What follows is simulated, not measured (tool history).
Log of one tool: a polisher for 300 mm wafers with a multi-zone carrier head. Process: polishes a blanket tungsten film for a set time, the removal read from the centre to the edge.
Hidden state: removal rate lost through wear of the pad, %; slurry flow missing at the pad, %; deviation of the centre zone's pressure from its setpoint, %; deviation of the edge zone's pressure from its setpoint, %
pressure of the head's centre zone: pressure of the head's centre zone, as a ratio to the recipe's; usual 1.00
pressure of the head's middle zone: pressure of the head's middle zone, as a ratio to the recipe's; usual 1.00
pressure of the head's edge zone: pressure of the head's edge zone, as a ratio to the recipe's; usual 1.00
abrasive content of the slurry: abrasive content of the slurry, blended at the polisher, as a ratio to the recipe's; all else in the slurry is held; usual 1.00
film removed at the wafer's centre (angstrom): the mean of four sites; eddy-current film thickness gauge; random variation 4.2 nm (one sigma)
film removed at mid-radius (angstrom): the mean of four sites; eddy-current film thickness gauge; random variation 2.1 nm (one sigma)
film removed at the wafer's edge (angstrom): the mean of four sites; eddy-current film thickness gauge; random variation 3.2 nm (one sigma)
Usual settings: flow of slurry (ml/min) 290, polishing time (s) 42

run,hour,flow of slurry (ml/min),pressure of the head's centre zone,pressure of the head's middle zone,pressure of the head's edge zone,abrasive content of the slurry,polishing time (s),wafers since the last listed run,wafers polished on this pad,hours since the slurry nozzle was cleaned,hours since the centre zone pressure was calibrated,hours since the edge zone pressure was calibrated,hours since the carrier head's membrane was replaced,"incoming thickness of the incoming film, nm",film removed at the wafer's centre (angstrom),film removed at mid-radius (angstrom),film removed at the wafer's edge (angstrom)
1,0.0,290,1.00,0.94,1.09,1.00,42,0,5155,6.4,79.1,205.9,188.7,687.8,2966,2729,3117
2,51.8,290,1.00,1.00,1.00,1.00,42,691,5846,58.2,130.9,257.7,240.5,690.8,2923,2888,2947
# hour 89.9: worn pad replaced by a new one
3,119.7,290,1.00,1.00,1.07,1.15,42,852,397,126.1,198.8,325.6,308.4,697.6,3101,3018,3222
4,153.9,235,1.00,1.00,0.95,1.00,46,456,854,160.3,233.0,359.8,342.6,685.3,3262,3107,3126
5,213.3,290,1.00,1.00,1.00,1.00,42,792,1646,219.7,292.4,419.2,402.0,698.1,2905,2879,2872
6,284.0,290,1.00,0.92,0.89,1.00,42,943,2590,290.4,363.1,489.9,472.7,704.2,2885,2692,2782
# hour 306.5: edge zone pressure recalibrated
7,347.7,375,1.00,1.00,1.00,1.00,42,823,3413,354.1,426.8,41.2,536.4,687.3,3035,2890,2953
8,379.4,290,1.11,1.00,1.00,0.85,42,422,3836,385.8,458.5,72.9,568.1,691.0,3018,2663,2783
9,413.5,290,1.00,1.00,1.00,1.10,42,455,4291,419.9,492.6,107.0,602.2,689.9,3065,2994,3113
10,460.9,290,1.07,1.00,1.03,0.85,42,632,4924,467.3,540.0,154.4,649.6,701.1,2904,2673,2835
11,530.9,335,1.12,1.00,0.94,1.15,42,934,5858,537.3,610.0,224.4,719.6,691.9,3492,3011,3038
# hour 553.2: worn pad replaced by a new one
# hour 562.7: centre zone pressure recalibrated
12,576.8,290,1.08,1.00,0.90,1.00,42,532,287,583.2,14.1,270.3,765.5,690.1,3159,2892,2786
13,648.3,290,1.10,1.00,1.00,1.00,42,954,1241,654.7,85.6,341.8,837.0,701.3,3164,2877,2937
# hour 653.0: slurry nozzle cleaned
14,718.3,325,0.93,1.00,1.00,1.00,42,920,2162,65.3,155.6,411.8,907.0,679.2,2696,2871,2970
15,788.2,290,1.00,1.00,1.00,1.25,49,932,3095,135.2,225.5,481.7,976.9,685.9,3699,3590,3742
# hour 797.4: edge zone pressure recalibrated
16,855.2,240,1.00,1.00,1.00,1.00,42,867,3962,202.2,292.5,57.8,1043.9,692.0,2950,2831,2928
17,888.8,290,1.00,1.00,1.00,1.00,42,448,4410,235.8,326.1,91.4,1077.5,693.2,2981,2876,2883
18,948.2,290,1.00,1.00,0.94,1.00,42,792,5203,295.2,385.5,150.8,1136.9,688.5,2965,2888,2814
19,994.5,205,1.00,1.08,1.00,1.00,47,617,5821,341.5,431.8,197.1,1183.2,688.6,3194,3333,3208
# hour 1036.0: worn pad replaced by a new one
20,1041.2,290,1.10,1.00,1.00,1.00,48,569,68,388.2,478.5,243.8,1229.9,685.2,3690,3270,3316
21,1108.2,240,1.00,1.00,1.00,1.00,42,894,962,455.2,545.5,310.8,1296.9,704.1,2894,2854,2930
22,1244.3,290,1.10,1.00,1.00,1.00,42,1816,2778,591.3,681.6,446.9,1433.0,688.9,3252,2855,2933

3 ways to go on from here, each from the tool as it stands after run 22. What would each give?
A,1244.7,380,1.00,1.00,1.00,1.00,42,5,2784,591.7,682.0,447.3,1433.4,697.7,?,?,?
B,1244.7,290,1.00,1.00,1.00,1.30,42,5,2784,591.7,682.0,447.3,1433.4,697.7,?,?,?
C,1244.7,290,0.95,1.00,0.90,1.00,42,5,2784,591.7,682.0,447.3,1433.4,697.7,?,?,?

run,film removed at the wafer's centre (angstrom),film removed at mid-radius (angstrom),film removed at the wafer's edge (angstrom)
A,2939,2918,2986
B,3178,3160,3246
C,2742,2873,2807
Without the tool's hidden state the same runs would have given:
run,film removed at the wafer's centre (angstrom),film removed at mid-radius (angstrom),film removed at the wafer's edge (angstrom)
A,2939,2918,2986
B,3178,3160,3246
C,2742,2873,2807
